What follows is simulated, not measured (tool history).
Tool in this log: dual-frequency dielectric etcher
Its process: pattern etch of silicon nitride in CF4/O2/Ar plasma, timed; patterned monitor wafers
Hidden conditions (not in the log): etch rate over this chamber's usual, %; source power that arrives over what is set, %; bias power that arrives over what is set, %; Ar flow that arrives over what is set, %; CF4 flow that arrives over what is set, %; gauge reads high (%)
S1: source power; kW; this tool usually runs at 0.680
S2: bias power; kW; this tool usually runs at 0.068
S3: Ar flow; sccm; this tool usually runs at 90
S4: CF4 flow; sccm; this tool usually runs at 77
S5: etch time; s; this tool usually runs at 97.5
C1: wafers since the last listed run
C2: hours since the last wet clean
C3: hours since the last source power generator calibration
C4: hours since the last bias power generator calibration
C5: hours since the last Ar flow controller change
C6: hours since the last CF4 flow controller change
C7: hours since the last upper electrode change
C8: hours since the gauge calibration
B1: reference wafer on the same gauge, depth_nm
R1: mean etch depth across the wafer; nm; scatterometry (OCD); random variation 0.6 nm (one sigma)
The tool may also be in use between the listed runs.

run	hour	S1	S2	S3	S4	S5	C1	C2	C3	C4	C5	C6	C7	C8	B1	R1
1	0.0	0.680	0.068	90	77	97.5	0	96.7	113.6	4465.2	43.1	4272.8	87.7	561.6	291.0	254.9
2	15.4	0.680	0.068	90	77	97.5	195	112.1	129.0	4480.6	58.5	4288.2	103.1	577.0	291.2	255.0
3	37.2	0.680	0.068	84	77	78.0	276	133.9	150.8	4502.4	80.3	4310.0	124.9	598.8	291.1	205.9
# hour 67.1: wet clean of the chamber, repeated, since the last time left the tool worse
4	67.6	0.680	0.068	84	77	78.0	81	0.5	181.2	4532.8	110.7	4340.4	155.3	629.2	291.0	209.2
# hour 74.7: bias power generator calibrated
5	82.7	0.680	0.068	70	77	97.5	140	15.6	196.3	8.0	125.8	4355.5	170.4	644.3	291.1	268.8
6	118.1	0.830	0.078	90	91	120.0	449	51.0	231.7	43.4	161.2	4390.9	205.8	679.7	290.8	399.0
7	150.5	0.680	0.068	90	77	97.5	411	83.4	264.1	75.8	193.6	4423.3	238.2	712.1	290.9	258.5
# hour 176.4: CF4 flow controller replaced
8	184.9	0.680	0.068	90	77	97.5	360	117.8	298.5	110.2	228.0	8.5	272.6	746.5	290.9	258.1
# hour 210.8: gauge calibrated
9	218.7	0.680	0.068	90	88	97.5	429	151.6	332.3	144.0	261.8	42.3	306.4	7.9	290.9	260.7
10	246.9	0.680	0.077	90	62	97.5	357	179.8	360.5	172.2	290.0	70.5	334.6	36.1	290.7	263.7
11	268.7	0.680	0.057	90	71	97.5	276	201.6	382.3	194.0	311.8	92.3	356.4	57.9	291.0	235.3
12	292.1	0.760	0.081	70	77	69.0	297	225.0	405.7	217.4	335.2	115.7	379.8	81.3	291.0	220.0
13	308.5	0.750	0.068	90	77	97.5	208	241.4	422.1	233.8	351.6	132.1	396.2	97.7	291.0	276.7
14	342.7	0.680	0.068	90	77	97.5	434	275.6	456.3	268.0	385.8	166.3	430.4	131.9	290.9	255.4

Predict the results of run 15:
15	363.5	0.680	0.080	98	89	121.0	264	296.4	477.1	288.8	406.6	187.1	451.2	152.7	?	?

B1: 291.0
R1: 342.6 nm
Minus the tool's unlogged condition, the same run would have read R1 345.8 nm.

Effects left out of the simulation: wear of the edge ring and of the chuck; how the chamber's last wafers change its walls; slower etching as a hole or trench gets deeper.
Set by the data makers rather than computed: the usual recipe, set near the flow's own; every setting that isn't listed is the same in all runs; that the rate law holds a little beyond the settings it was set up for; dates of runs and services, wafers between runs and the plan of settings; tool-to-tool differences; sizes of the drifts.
